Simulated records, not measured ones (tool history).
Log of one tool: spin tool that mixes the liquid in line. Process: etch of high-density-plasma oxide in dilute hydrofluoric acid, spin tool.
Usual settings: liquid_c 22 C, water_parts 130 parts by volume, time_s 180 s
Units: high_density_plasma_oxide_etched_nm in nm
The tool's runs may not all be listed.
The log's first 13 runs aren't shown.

run,hour,liquid_c,water_parts,time_s,wafers since the last listed run,hours since the thermometer was replaced,hours since the hydrofluoric acid flow meter was replaced,hours since the gauge calibration,"read-back film thickness of the high-density-plasma oxide reference wafer, read on the same gauge (nm)",high_density_plasma_oxide_etched_nm
14,163.3,22,130,180,61,2484.1,447.1,57.1,40,6.22
# hour 175.4: hydrofluoric acid flow meter replaced
15,175.9,22,130,205,65,2496.7,0.5,69.7,40.02,7.34
16,184.5,22,130,255,48,2505.3,9.1,78.3,39.99,9.21
17,192,24.5,130,180,42,2512.8,16.6,85.8,40.01,7.1
18,198.2,23.5,160,80,34,2519,22.8,92,40.02,2.38
# hour 202.1: thermometer replaced
19,223.3,22,130,180,135,21.2,47.9,117.1,40,5.89
20,233.2,17.5,180,150,55,31.1,57.8,127,39.98,2.82
21,248,26.5,130,85,83,45.9,72.6,141.8,39.99,3.33
22,265.8,23.5,75,90,100,63.7,90.4,159.6,39.99,5.82
23,272.5,22,130,180,37,70.4,97.1,166.3,40.01,5.88
24,289.2,25.5,100,180,93,87.1,113.8,183,39.99,9.11
25,302.3,24.5,65,115,73,100.2,126.9,196.1,39.96,8.97
26,318.4,18.5,150,270,90,116.3,143,212.2,39.99,6.53
27,335.7,26,110,180,97,133.6,160.3,229.5,39.99,8.29
28,353.5,18,95,270,100,151.4,178.1,247.3,40.01,10.61
29,362.1,24.5,130,180,48,160,186.7,255.9,40,6.45
30,371.6,23.5,190,260,53,169.5,196.2,265.4,40,5.71
31,380.6,22,130,105,50,178.5,205.2,274.4,39.99,3.41
32,394.2,22,130,180,76,192.1,218.8,288,39.99,5.82
33,406.2,22,145,145,67,204.1,230.8,300,40.03,4.14

Forecast each of these 3 alternatives for the next run:
A,406.7,22,130,180,2,204.6,231.3,300.5,?,?
B,406.7,26.5,190,120,2,204.6,231.3,300.5,?,?
C,406.7,25.5,190,180,2,204.6,231.3,300.5,?,?

run,"read-back film thickness of the high-density-plasma oxide reference wafer, read on the same gauge (nm)",high_density_plasma_oxide_etched_nm
A,39.99,5.84
B,39.99,2.95
C,39.99,4.26
Without the tool's hidden state the same runs would have given:
run,high_density_plasma_oxide_etched_nm
A,5.93
B,3
C,4.33
